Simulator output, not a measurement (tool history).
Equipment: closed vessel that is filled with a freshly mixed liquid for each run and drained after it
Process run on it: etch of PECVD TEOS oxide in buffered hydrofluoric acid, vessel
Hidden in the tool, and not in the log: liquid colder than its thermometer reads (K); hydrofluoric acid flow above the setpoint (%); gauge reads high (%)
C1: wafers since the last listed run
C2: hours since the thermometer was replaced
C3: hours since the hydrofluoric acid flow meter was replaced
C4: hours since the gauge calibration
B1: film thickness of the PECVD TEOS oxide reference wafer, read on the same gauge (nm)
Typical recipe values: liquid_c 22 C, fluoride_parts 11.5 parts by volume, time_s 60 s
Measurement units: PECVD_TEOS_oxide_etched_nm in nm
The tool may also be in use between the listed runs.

run 1 hour=0 | liquid_c=22 fluoride_parts=11.5 time_s=50 | C1=0 C2=2364.2 C3=211.5 C4=229.7 | B1=80.01 | PECVD_TEOS_oxide_etched_nm=62.43
run 2 hour=34.5 | liquid_c=22 fluoride_parts=11.5 time_s=50 | C1=2859 C2=2398.7 C3=246 C4=264.2 | B1=80.01 | PECVD_TEOS_oxide_etched_nm=61.05
run 3 hour=52.4 | liquid_c=22 fluoride_parts=11.5 time_s=60 | C1=1483 C2=2416.6 C3=263.9 C4=282.1 | B1=80.03 | PECVD_TEOS_oxide_etched_nm=75
run 4 hour=74.8 | liquid_c=22 fluoride_parts=11.5 time_s=60 | C1=1856 C2=2439 C3=286.3 C4=304.5 | B1=80 | PECVD_TEOS_oxide_etched_nm=75.23
run 5 hour=89.9 | liquid_c=22 fluoride_parts=11.5 time_s=60 | C1=1251 C2=2454.1 C3=301.4 C4=319.6 | B1=80.02 | PECVD_TEOS_oxide_etched_nm=74.96
run 6 hour=116.7 | liquid_c=22 fluoride_parts=11.5 time_s=60 | C1=2221 C2=2480.9 C3=328.2 C4=346.4 | B1=79.98 | PECVD_TEOS_oxide_etched_nm=73.87
run 7 hour=133.6 | liquid_c=22 fluoride_parts=11.5 time_s=60 | C1=1400 C2=2497.8 C3=345.1 C4=363.3 | B1=79.99 | PECVD_TEOS_oxide_etched_nm=73.07
-- hour=154.7 thermometer replaced
run 8 hour=155.2 | liquid_c=22 fluoride_parts=11.5 time_s=60 | C1=1707 C2=0.5 C3=366.7 C4=384.9 | B1=79.98 | PECVD_TEOS_oxide_etched_nm=86.85
run 9 hour=173.2 | liquid_c=22 fluoride_parts=11.5 time_s=60 | C1=1492 C2=18.5 C3=384.7 C4=402.9 | B1=80.01 | PECVD_TEOS_oxide_etched_nm=86.7
run 10 hour=205.9 | liquid_c=22 fluoride_parts=11.5 time_s=60 | C1=2710 C2=51.2 C3=417.4 C4=435.6 | B1=80 | PECVD_TEOS_oxide_etched_nm=87.04
run 11 hour=263.6 | liquid_c=22 fluoride_parts=11.5 time_s=60 | C1=4782 C2=108.9 C3=475.1 C4=493.3 | B1=80.02 | PECVD_TEOS_oxide_etched_nm=85.44
run 12 hour=277 | liquid_c=22 fluoride_parts=11.5 time_s=60 | C1=1110 C2=122.3 C3=488.5 C4=506.7 | B1=80.02 | PECVD_TEOS_oxide_etched_nm=84.98
run 13 hour=306.5 | liquid_c=25.5 fluoride_parts=15 time_s=50 | C1=2445 C2=151.8 C3=518 C4=536.2 | B1=80.01 | PECVD_TEOS_oxide_etched_nm=67.78
-- hour=313.1 hydrofluoric acid flow meter replaced
run 14 hour=319.2 | liquid_c=22 fluoride_parts=14.5 time_s=80 | C1=969 C2=164.5 C3=6.1 C4=548.9 | B1=80.01 | PECVD_TEOS_oxide_etched_nm=91.43
run 15 hour=347.8 | liquid_c=22 fluoride_parts=11.5 time_s=60 | C1=2370 C2=193.1 C3=34.7 C4=577.5 | B1=79.99 | PECVD_TEOS_oxide_etched_nm=85.82
run 16 hour=369.5 | liquid_c=19.5 fluoride_parts=8 time_s=70 | C1=1798 C2=214.8 C3=56.4 C4=599.2 | B1=80.01 | PECVD_TEOS_oxide_etched_nm=118.87
run 17 hour=384.1 | liquid_c=22 fluoride_parts=11.5 time_s=60 | C1=1210 C2=229.4 C3=71 C4=613.8 | B1=80 | PECVD_TEOS_oxide_etched_nm=84.79
run 18 hour=417.1 | liquid_c=22 fluoride_parts=11.5 time_s=60 | C1=2735 C2=262.4 C3=104 C4=646.8 | B1=80 | PECVD_TEOS_oxide_etched_nm=83.56
run 19 hour=439.1 | liquid_c=23.5 fluoride_parts=11.5 time_s=90 | C1=1823 C2=284.4 C3=126 C4=668.8 | B1=80 | PECVD_TEOS_oxide_etched_nm=139.06
run 20 hour=463.4 | liquid_c=26.5 fluoride_parts=13 time_s=75 | C1=2014 C2=308.7 C3=150.3 C4=693.1 | B1=80.02 | PECVD_TEOS_oxide_etched_nm=121.3
run 21 hour=493.4 | liquid_c=18 fluoride_parts=11.5 time_s=35 | C1=2486 C2=338.7 C3=180.3 C4=723.1 | B1=80.01 | PECVD_TEOS_oxide_etched_nm=39.75
run 22 hour=520.6 | liquid_c=22 fluoride_parts=11.5 time_s=60 | C1=2254 C2=365.9 C3=207.5 C4=750.3 | B1=80 | PECVD_TEOS_oxide_etched_nm=85.49
run 23 hour=533.1 | liquid_c=22 fluoride_parts=11.5 time_s=60 | C1=1036 C2=378.4 C3=220 C4=762.8 | B1=80.01 | PECVD_TEOS_oxide_etched_nm=83.64
-- hour=582.7 gauge calibrated
run 24 hour=632.2 | liquid_c=26.5 fluoride_parts=13 time_s=30 | C1=8214 C2=477.5 C3=319.1 C4=49.5 | B1=79.99 | PECVD_TEOS_oxide_etched_nm=47.38
run 25 hour=657 | liquid_c=22 fluoride_parts=11.5 time_s=70 | C1=2055 C2=502.3 C3=343.9 C4=74.3 | B1=80.01 | PECVD_TEOS_oxide_etched_nm=97.91
run 26 hour=680.4 | liquid_c=20 fluoride_parts=14 time_s=60 | C1=1939 C2=525.7 C3=367.3 C4=97.7 | B1=79.98 | PECVD_TEOS_oxide_etched_nm=61.29
run 27 hour=696.1 | liquid_c=18 fluoride_parts=10 time_s=35 | C1=1301 C2=541.4 C3=383 C4=113.4 | B1=80 | PECVD_TEOS_oxide_etched_nm=44.05
run 28 hour=721.9 | liquid_c=22 fluoride_parts=15.5 time_s=85 | C1=2138 C2=567.2 C3=408.8 C4=139.2 | B1=80.01 | PECVD_TEOS_oxide_etched_nm=86.12
run 29 hour=738.1 | liquid_c=26.5 fluoride_parts=11.5 time_s=60 | C1=1342 C2=583.4 C3=425 C4=155.4 | B1=80.01 | PECVD_TEOS_oxide_etched_nm=107.03
run 30 hour=765.9 | liquid_c=22 fluoride_parts=11.5 time_s=60 | C1=2304 C2=611.2 C3=452.8 C4=183.2 | B1=80.01 | PECVD_TEOS_oxide_etched_nm=83.38
-- hour=801 hydrofluoric acid flow meter replaced
run 31 hour=801.7 | liquid_c=25 fluoride_parts=12.5 time_s=80 | C1=2884 C2=647 C3=0.7 C4=219 | B1=79.99 | PECVD_TEOS_oxide_etched_nm=118.02
run 32 hour=837.5 | liquid_c=17.5 fluoride_parts=11.5 time_s=85 | C1=2967 C2=682.8 C3=36.5 C4=254.8 | B1=80 | PECVD_TEOS_oxide_etched_nm=91.56
run 33 hour=857.2 | liquid_c=25 fluoride_parts=11.5 time_s=60 | C1=1632 C2=702.5 C3=56.2 C4=274.5 | B1=80.02 | PECVD_TEOS_oxide_etched_nm=96.8

Branching from run 33: 4 alternative next runs. What would each branch give?
run A hour=857.9 | liquid_c=20.5 fluoride_parts=11.5 time_s=60 | C1=58 C2=703.2 C3=56.9 C4=275.2 | B1=? | PECVD_TEOS_oxide_etched_nm=?
run B hour=857.9 | liquid_c=25 fluoride_parts=11.5 time_s=30 | C1=58 C2=703.2 C3=56.9 C4=275.2 | B1=? | PECVD_TEOS_oxide_etched_nm=?
run C hour=857.9 | liquid_c=26 fluoride_parts=15 time_s=95 | C1=58 C2=703.2 C3=56.9 C4=275.2 | B1=? | PECVD_TEOS_oxide_etched_nm=?
run D hour=857.9 | liquid_c=18.5 fluoride_parts=15.5 time_s=85 | C1=58 C2=703.2 C3=56.9 C4=275.2 | B1=? | PECVD_TEOS_oxide_etched_nm=?

run=A B1=80.01 PECVD_TEOS_oxide_etched_nm=75.86
run=B B1=80.01 PECVD_TEOS_oxide_etched_nm=48.66
run=C B1=80.01 PECVD_TEOS_oxide_etched_nm=125.43
run=D B1=80.01 PECVD_TEOS_oxide_etched_nm=71.6
What these runs would have given with no unlogged condition in the tool:
run=A PECVD_TEOS_oxide_etched_nm=80.32
run=B PECVD_TEOS_oxide_etched_nm=51.44
run=C PECVD_TEOS_oxide_etched_nm=132.55
run=D PECVD_TEOS_oxide_etched_nm=75.87
